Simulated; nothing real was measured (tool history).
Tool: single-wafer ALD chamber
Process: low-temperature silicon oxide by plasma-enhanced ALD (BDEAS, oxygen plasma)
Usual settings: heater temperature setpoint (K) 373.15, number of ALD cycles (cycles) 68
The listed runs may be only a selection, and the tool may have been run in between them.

| run | hour | heater temperature setpoint (K) | number of ALD cycles (cycles) | wafers since the last listed run | hours since the last thermocouple change | hours since the gauge calibration | read-back reference wafer on the same gauge, thickness_nm | mean film thickness on the monitor wafer (angstrom) |
|---|---|---|---|---|---|---|---|---|
| 1 | 0.0 | 373.15 | 68 | 0 | 1043.2 | 1309.7 | 9.179 | 86.23 |
| 2 | 73.8 | 373.15 | 68 | 279 | 1117.0 | 1383.5 | 9.183 | 86.48 |
| 3 | 163.0 | 373.15 | 68 | 337 | 1206.2 | 1472.7 | 9.181 | 86.18 |
| 4 | 199.1 | 373.15 | 68 | 136 | 1242.3 | 1508.8 | 9.177 | 86.56 |
| 5 | 280.4 | 373.15 | 68 | 307 | 1323.6 | 1590.1 | 9.179 | 86.33 |
| 6 | 375.0 | 373.15 | 73 | 358 | 1418.2 | 1684.7 | 9.180 | 92.76 |
| 7 | 439.1 | 373.15 | 73 | 242 | 1482.3 | 1748.8 | 9.177 | 92.80 |
| 8 | 490.4 | 373.15 | 68 | 194 | 1533.6 | 1800.1 | 9.179 | 86.40 |
| 9 | 566.8 | 373.15 | 68 | 289 | 1610.0 | 1876.5 | 9.182 | 86.23 |
| 10 | 606.9 | 373.15 | 68 | 151 | 1650.1 | 1916.6 | 9.173 | 86.51 |
| 11 | 655.8 | 373.15 | 68 | 185 | 1699.0 | 1965.5 | 9.169 | 86.22 |
| 12 | 718.3 | 364.15 | 61 | 236 | 1761.5 | 2028.0 | 9.184 | 79.28 |
| 13 | 824.9 | 364.15 | 61 | 403 | 1868.1 | 2134.6 | 9.185 | 79.74 |
| 14 | 873.6 | 364.15 | 61 | 184 | 1916.8 | 2183.3 | 9.184 | 79.43 |
| 15 | 1071.1 | 370.15 | 68 | 747 | 2114.3 | 2380.8 | 9.182 | 87.42 |
|  | 1080.7 | thermocouple changed; heater temperature recalibrated |
| 16 | 1172.9 | 373.15 | 63 | 355 | 92.2 | 2482.6 | 9.174 | 79.72 |
| 17 | 1242.3 | 373.15 | 63 | 262 | 161.6 | 2552.0 | 9.180 | 79.94 |
|  | 1246.1 | gauge calibrated |
| 18 | 1312.0 | 373.15 | 63 | 263 | 231.3 | 65.9 | 9.177 | 79.70 |
| 19 | 1371.0 | 373.15 | 68 | 223 | 290.3 | 124.9 | 9.184 | 86.14 |
| 20 | 1451.7 | 373.15 | 68 | 305 | 371.0 | 205.6 | 9.183 | 85.98 |
| 21 | 1513.6 | 373.15 | 68 | 234 | 432.9 | 267.5 | 9.167 | 86.20 |
| 22 | 1615.2 | 369.15 | 56 | 384 | 534.5 | 369.1 | 9.178 | 71.76 |
| 23 | 1700.0 | 361.15 | 77 | 321 | 619.3 | 453.9 | 9.182 | 101.42 |
| 24 | 1780.4 | 373.15 | 68 | 304 | 699.7 | 534.3 | 9.175 | 86.14 |
| 25 | 1855.3 | 373.15 | 78 | 283 | 774.6 | 609.2 | 9.173 | 98.95 |
| 26 | 1924.8 | 385.15 | 79 | 263 | 844.1 | 678.7 | 9.187 | 97.98 |
| 27 | 2027.7 | 362.15 | 58 | 389 | 947.0 | 781.6 | 9.191 | 76.12 |
| 28 | 2069.6 | 373.15 | 61 | 158 | 988.9 | 823.5 | 9.182 | 77.19 |
| 29 | 2171.4 | 382.15 | 57 | 385 | 1090.7 | 925.3 | 9.179 | 71.36 |
| 30 | 2247.6 | 367.15 | 82 | 288 | 1166.9 | 1001.5 | 9.188 | 105.72 |
| 31 | 2334.9 | 366.15 | 76 | 330 | 1254.2 | 1088.8 | 9.181 | 98.60 |
| 32 | 2402.4 | 373.15 | 68 | 255 | 1321.7 | 1156.3 | 9.181 | 86.26 |
| 33 | 2506.0 | 378.15 | 80 | 392 | 1425.3 | 1259.9 | 9.185 | 100.13 |
| 34 | 2563.8 | 373.15 | 68 | 218 | 1483.1 | 1317.7 | 9.177 | 86.43 |
| 35 | 2647.2 | 380.15 | 65 | 315 | 1566.5 | 1401.1 | 9.172 | 81.41 |
| 36 | 2692.4 | 379.15 | 72 | 171 | 1611.7 | 1446.3 | 9.184 | 90.21 |
| 37 | 2746.9 | 373.15 | 68 | 206 | 1666.2 | 1500.8 | 9.166 | 86.12 |
| 38 | 2849.2 | 378.15 | 80 | 387 | 1768.5 | 1603.1 | 9.187 | 100.36 |
| 39 | 2894.6 | 362.15 | 75 | 171 | 1813.9 | 1648.5 | 9.176 | 98.32 |
| 40 | 2964.8 | 380.15 | 68 | 265 | 1884.1 | 1718.7 | 9.183 | 85.21 |

Take each entry between the runs: how does the hidden state at the last listed run before it differ from the hidden state at the first listed run after it?
Between runs 15 and 16: thermocouple changed; heater temperature recalibrated (hour 1080.7)
  nothing in the hidden state changes from one run to the other
Between runs 17 and 18: gauge calibrated (hour 1246.1)
  nothing in the hidden state changes from one run to the other
